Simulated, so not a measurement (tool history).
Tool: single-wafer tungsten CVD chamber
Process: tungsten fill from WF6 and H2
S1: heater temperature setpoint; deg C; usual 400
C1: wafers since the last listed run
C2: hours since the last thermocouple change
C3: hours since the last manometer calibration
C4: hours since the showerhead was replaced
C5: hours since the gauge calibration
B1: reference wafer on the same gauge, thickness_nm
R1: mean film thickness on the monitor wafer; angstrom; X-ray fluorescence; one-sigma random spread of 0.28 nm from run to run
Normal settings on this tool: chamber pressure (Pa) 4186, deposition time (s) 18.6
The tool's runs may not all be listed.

run 1 hour=0.0 | S1=396 chamber_pressure_(Pa)=4186 deposition_time_(s)=18.6 | C1=0 C2=943.0 C3=1244.1 C4=4628.7 C5=415.6 | B1=52.072 | R1=552.02
run 2 hour=67.0 | S1=393 chamber_pressure_(Pa)=4186 deposition_time_(s)=18.6 | C1=1769 C2=1010.0 C3=1311.1 C4=4695.7 C5=482.6 | B1=52.050 | R1=525.39
run 3 hour=118.3 | S1=393 chamber_pressure_(Pa)=4186 deposition_time_(s)=18.6 | C1=1354 C2=1061.3 C3=1362.4 C4=4747.0 C5=533.9 | B1=52.157 | R1=527.47
run 4 hour=154.5 | S1=400 chamber_pressure_(Pa)=4186 deposition_time_(s)=18.6 | C1=955 C2=1097.5 C3=1398.6 C4=4783.2 C5=570.1 | B1=52.043 | R1=595.56
run 5 hour=201.5 | S1=400 chamber_pressure_(Pa)=4186 deposition_time_(s)=18.6 | C1=1241 C2=1144.5 C3=1445.6 C4=4830.2 C5=617.1 | B1=52.093 | R1=592.59
run 6 hour=252.9 | S1=400 chamber_pressure_(Pa)=4186 deposition_time_(s)=18.6 | C1=1357 C2=1195.9 C3=1497.0 C4=4881.6 C5=668.5 | B1=52.059 | R1=592.81
run 7 hour=283.1 | S1=400 chamber_pressure_(Pa)=4186 deposition_time_(s)=18.6 | C1=797 C2=1226.1 C3=1527.2 C4=4911.8 C5=698.7 | B1=52.106 | R1=590.01
-- hour=316.7 capacitance manometer re-zeroed and calibrated
run 8 hour=317.2 | S1=400 chamber_pressure_(Pa)=4186 deposition_time_(s)=18.6 | C1=689 C2=1260.2 C3=0.5 C4=4945.9 C5=732.8 | B1=52.184 | R1=571.26
run 9 hour=367.3 | S1=400 chamber_pressure_(Pa)=4186 deposition_time_(s)=18.6 | C1=1323 C2=1310.3 C3=50.6 C4=4996.0 C5=782.9 | B1=52.119 | R1=579.22
run 10 hour=413.7 | S1=400 chamber_pressure_(Pa)=4186 deposition_time_(s)=18.6 | C1=1225 C2=1356.7 C3=97.0 C4=5042.4 C5=829.3 | B1=52.075 | R1=579.43
-- hour=439.4 gauge calibrated
run 11 hour=474.4 | S1=404 chamber_pressure_(Pa)=5200 deposition_time_(s)=18.6 | C1=1603 C2=1417.4 C3=157.7 C4=5103.1 C5=35.0 | B1=52.154 | R1=674.28
run 12 hour=530.9 | S1=400 chamber_pressure_(Pa)=4186 deposition_time_(s)=18.6 | C1=1492 C2=1473.9 C3=214.2 C4=5159.6 C5=91.5 | B1=52.087 | R1=582.63
run 13 hour=599.1 | S1=404 chamber_pressure_(Pa)=5200 deposition_time_(s)=18.6 | C1=1801 C2=1542.1 C3=282.4 C4=5227.8 C5=159.7 | B1=52.121 | R1=672.52
-- hour=622.3 showerhead replaced
run 14 hour=630.3 | S1=400 chamber_pressure_(Pa)=4186 deposition_time_(s)=18.6 | C1=612 C2=1573.3 C3=313.6 C4=8.0 C5=190.9 | B1=52.108 | R1=581.92
-- hour=638.4 thermocouple changed; heater temperature recalibrated
run 15 hour=688.1 | S1=400 chamber_pressure_(Pa)=3800 deposition_time_(s)=16.8 | C1=1315 C2=49.7 C3=371.4 C4=65.8 C5=248.7 | B1=52.121 | R1=508.57
run 16 hour=739.3 | S1=400 chamber_pressure_(Pa)=3533 deposition_time_(s)=16.3 | C1=1352 C2=100.9 C3=422.6 C4=117.0 C5=299.9 | B1=52.078 | R1=474.93
run 17 hour=808.1 | S1=388 chamber_pressure_(Pa)=4693 deposition_time_(s)=18.6 | C1=1816 C2=169.7 C3=491.4 C4=185.8 C5=368.7 | B1=52.025 | R1=500.48
run 18 hour=850.4 | S1=412 chamber_pressure_(Pa)=4520 deposition_time_(s)=18.6 | C1=1117 C2=212.0 C3=533.7 C4=228.1 C5=411.0 | B1=52.087 | R1=731.87
run 19 hour=889.8 | S1=400 chamber_pressure_(Pa)=4186 deposition_time_(s)=17.6 | C1=1040 C2=251.4 C3=573.1 C4=267.5 C5=450.4 | B1=52.169 | R1=552.69
run 20 hour=920.3 | S1=413 chamber_pressure_(Pa)=3253 deposition_time_(s)=18.6 | C1=805 C2=281.9 C3=603.6 C4=298.0 C5=480.9 | B1=52.056 | R1=649.56

Predict each of these 5 candidate next runs independently; none follows another, all start after run 20:
run A hour=920.7 | S1=400 chamber_pressure_(Pa)=4186 deposition_time_(s)=18.6 | C1=10 C2=282.3 C3=604.0 C4=298.4 C5=481.3 | B1=? | R1=?
run B hour=920.7 | S1=393 chamber_pressure_(Pa)=4186 deposition_time_(s)=20.3 | C1=10 C2=282.3 C3=604.0 C4=298.4 C5=481.3 | B1=? | R1=?
run C hour=920.7 | S1=400 chamber_pressure_(Pa)=4186 deposition_time_(s)=20.1 | C1=10 C2=282.3 C3=604.0 C4=298.4 C5=481.3 | B1=? | R1=?
run D hour=920.7 | S1=400 chamber_pressure_(Pa)=4186 deposition_time_(s)=21.5 | C1=10 C2=282.3 C3=604.0 C4=298.4 C5=481.3 | B1=? | R1=?
run E hour=920.7 | S1=392 chamber_pressure_(Pa)=3826 deposition_time_(s)=17.0 | C1=10 C2=282.3 C3=604.0 C4=298.4 C5=481.3 | B1=? | R1=?

run=A B1=52.064 R1=588.53
run=B B1=52.064 R1=572.64
run=C B1=52.064 R1=636.21
run=D B1=52.064 R1=680.73
run=E B1=52.064 R1=454.60
Without the tool's unlogged condition, the same runs would have read:
run=A R1=576.42
run=B R1=560.85
run=C R1=623.12
run=D R1=666.72
run=E R1=445.12

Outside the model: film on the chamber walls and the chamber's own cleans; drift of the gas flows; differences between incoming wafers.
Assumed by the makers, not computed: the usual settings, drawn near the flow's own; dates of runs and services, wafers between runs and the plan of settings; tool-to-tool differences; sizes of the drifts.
